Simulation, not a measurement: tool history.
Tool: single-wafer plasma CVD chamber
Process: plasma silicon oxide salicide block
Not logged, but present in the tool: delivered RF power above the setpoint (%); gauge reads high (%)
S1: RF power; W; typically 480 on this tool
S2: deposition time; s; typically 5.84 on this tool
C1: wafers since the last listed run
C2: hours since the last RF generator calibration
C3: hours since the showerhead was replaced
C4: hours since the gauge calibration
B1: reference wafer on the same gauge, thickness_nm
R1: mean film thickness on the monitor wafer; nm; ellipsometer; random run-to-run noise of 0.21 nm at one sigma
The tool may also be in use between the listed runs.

run 1 hour=0 | S1=480 S2=5.84 | C1=0 C2=1248.5 C3=8332.9 C4=110.9 | B1=48.744 | R1=52.823
run 2 hour=14.2 | S1=480 S2=5.84 | C1=652 C2=1262.7 C3=8347.1 C4=125.1 | B1=48.772 | R1=52.717
run 3 hour=46.6 | S1=510 S2=5.84 | C1=1488 C2=1295.1 C3=8379.5 C4=157.5 | B1=48.791 | R1=54.131
run 4 hour=113.3 | S1=510 S2=5.84 | C1=3065 C2=1361.8 C3=8446.2 C4=224.2 | B1=48.794 | R1=54.146
run 5 hour=147.8 | S1=510 S2=5.84 | C1=1585 C2=1396.3 C3=8480.7 C4=258.7 | B1=48.801 | R1=54.07
run 6 hour=170.7 | S1=455 S2=5.84 | C1=1052 C2=1419.2 C3=8503.6 C4=281.6 | B1=48.852 | R1=51.567
run 7 hour=194.7 | S1=455 S2=5.84 | C1=1102 C2=1443.2 C3=8527.6 C4=305.6 | B1=48.81 | R1=51.715
run 8 hour=206.9 | S1=480 S2=5.84 | C1=560 C2=1455.4 C3=8539.8 C4=317.8 | B1=48.787 | R1=52.641
run 9 hour=229.8 | S1=480 S2=5.84 | C1=1052 C2=1478.3 C3=8562.7 C4=340.7 | B1=48.825 | R1=52.795
run 10 hour=265.6 | S1=480 S2=5.84 | C1=1645 C2=1514.1 C3=8598.5 C4=376.5 | B1=48.728 | R1=52.589
run 11 hour=280.7 | S1=525 S2=5.84 | C1=693 C2=1529.2 C3=8613.6 C4=391.6 | B1=48.785 | R1=54.685
run 12 hour=305.3 | S1=525 S2=5.84 | C1=1130 C2=1553.8 C3=8638.2 C4=416.2 | B1=48.831 | R1=54.259
run 13 hour=323.8 | S1=525 S2=5.84 | C1=850 C2=1572.3 C3=8656.7 C4=434.7 | B1=48.765 | R1=54.459
run 14 hour=343.2 | S1=480 S2=5.84 | C1=891 C2=1591.7 C3=8676.1 C4=454.1 | B1=48.797 | R1=52.936
run 15 hour=366.9 | S1=480 S2=5.84 | C1=1089 C2=1615.4 C3=8699.8 C4=477.8 | B1=48.854 | R1=52.17
run 16 hour=386.8 | S1=480 S2=5.84 | C1=914 C2=1635.3 C3=8719.7 C4=497.7 | B1=48.79 | R1=52.211
run 17 hour=404.6 | S1=480 S2=5.84 | C1=817 C2=1653.1 C3=8737.5 C4=515.5 | B1=48.758 | R1=52.535
run 18 hour=439.1 | S1=435 S2=5.84 | C1=1585 C2=1687.6 C3=8772 C4=550 | B1=48.882 | R1=50.15
run 19 hour=472.4 | S1=575 S2=5.38 | C1=1530 C2=1720.9 C3=8805.3 C4=583.3 | B1=48.854 | R1=51.361
run 20 hour=486.3 | S1=555 S2=4.97 | C1=638 C2=1734.8 C3=8819.2 C4=597.2 | B1=48.808 | R1=47.558
-- hour=542.7 showerhead replaced, of another model than before
-- hour=556.6 gauge calibrated
run 21 hour=576.6 | S1=570 S2=5.29 | C1=3781 C2=1825.1 C3=33.9 C4=20 | B1=48.798 | R1=49.683
run 22 hour=595.4 | S1=560 S2=4.87 | C1=863 C2=1843.9 C3=52.7 C4=38.8 | B1=48.858 | R1=45.507
run 23 hour=612.1 | S1=560 S2=6.96 | C1=767 C2=1860.6 C3=69.4 C4=55.5 | B1=48.742 | R1=64.709
run 24 hour=625.4 | S1=480 S2=5.84 | C1=611 C2=1873.9 C3=82.7 C4=68.8 | B1=48.823 | R1=53.194
run 25 hour=649.5 | S1=480 S2=5.84 | C1=1107 C2=1898 C3=106.8 C4=92.9 | B1=48.814 | R1=53.037
run 26 hour=676.2 | S1=415 S2=6.16 | C1=1226 C2=1924.7 C3=133.5 C4=119.6 | B1=48.772 | R1=54.075
run 27 hour=693.5 | S1=550 S2=4.91 | C1=794 C2=1942 C3=150.8 C4=136.9 | B1=48.856 | R1=45.749
-- hour=739.5 RF generator calibrated
run 28 hour=759.9 | S1=480 S2=5.47 | C1=2683 C2=20.4 C3=217.2 C4=203.3 | B1=48.854 | R1=50.393
run 29 hour=787.9 | S1=530 S2=6.95 | C1=1286 C2=48.4 C3=245.2 C4=231.3 | B1=48.771 | R1=65.415
run 30 hour=821.4 | S1=390 S2=5.05 | C1=1539 C2=81.9 C3=278.7 C4=264.8 | B1=48.809 | R1=44.585
run 31 hour=834.5 | S1=480 S2=5.84 | C1=601 C2=95 C3=291.8 C4=277.9 | B1=48.771 | R1=54.173
run 32 hour=863.9 | S1=480 S2=6.39 | C1=1350 C2=124.4 C3=321.2 C4=307.3 | B1=48.765 | R1=58.945
run 33 hour=895.2 | S1=480 S2=5.84 | C1=1438 C2=155.7 C3=352.5 C4=338.6 | B1=48.779 | R1=53.79
run 34 hour=911.9 | S1=565 S2=6.39 | C1=767 C2=172.4 C3=369.2 C4=355.3 | B1=48.759 | R1=61.039
run 35 hour=942.7 | S1=560 S2=6.37 | C1=1415 C2=203.2 C3=400 C4=386.1 | B1=48.782 | R1=60.912

What if the next run were any one of these 3? Each begins from the tool's condition after run 35:
run A hour=943.1 | S1=480 S2=5.84 | C1=18 C2=203.6 C3=400.4 C4=386.5 | B1=? | R1=?
run B hour=943.1 | S1=415 S2=6.63 | C1=18 C2=203.6 C3=400.4 C4=386.5 | B1=? | R1=?
run C hour=943.1 | S1=480 S2=5.48 | C1=18 C2=203.6 C3=400.4 C4=386.5 | B1=? | R1=?

run=A B1=48.792 R1=54.087
run=B B1=48.792 R1=59.547
run=C B1=48.792 R1=50.753
The same runs, with their run-to-run variation unchanged, on a tool lacking any hidden condition would have given:
run=A R1=54.206
run=B R1=59.678
run=C R1=50.865

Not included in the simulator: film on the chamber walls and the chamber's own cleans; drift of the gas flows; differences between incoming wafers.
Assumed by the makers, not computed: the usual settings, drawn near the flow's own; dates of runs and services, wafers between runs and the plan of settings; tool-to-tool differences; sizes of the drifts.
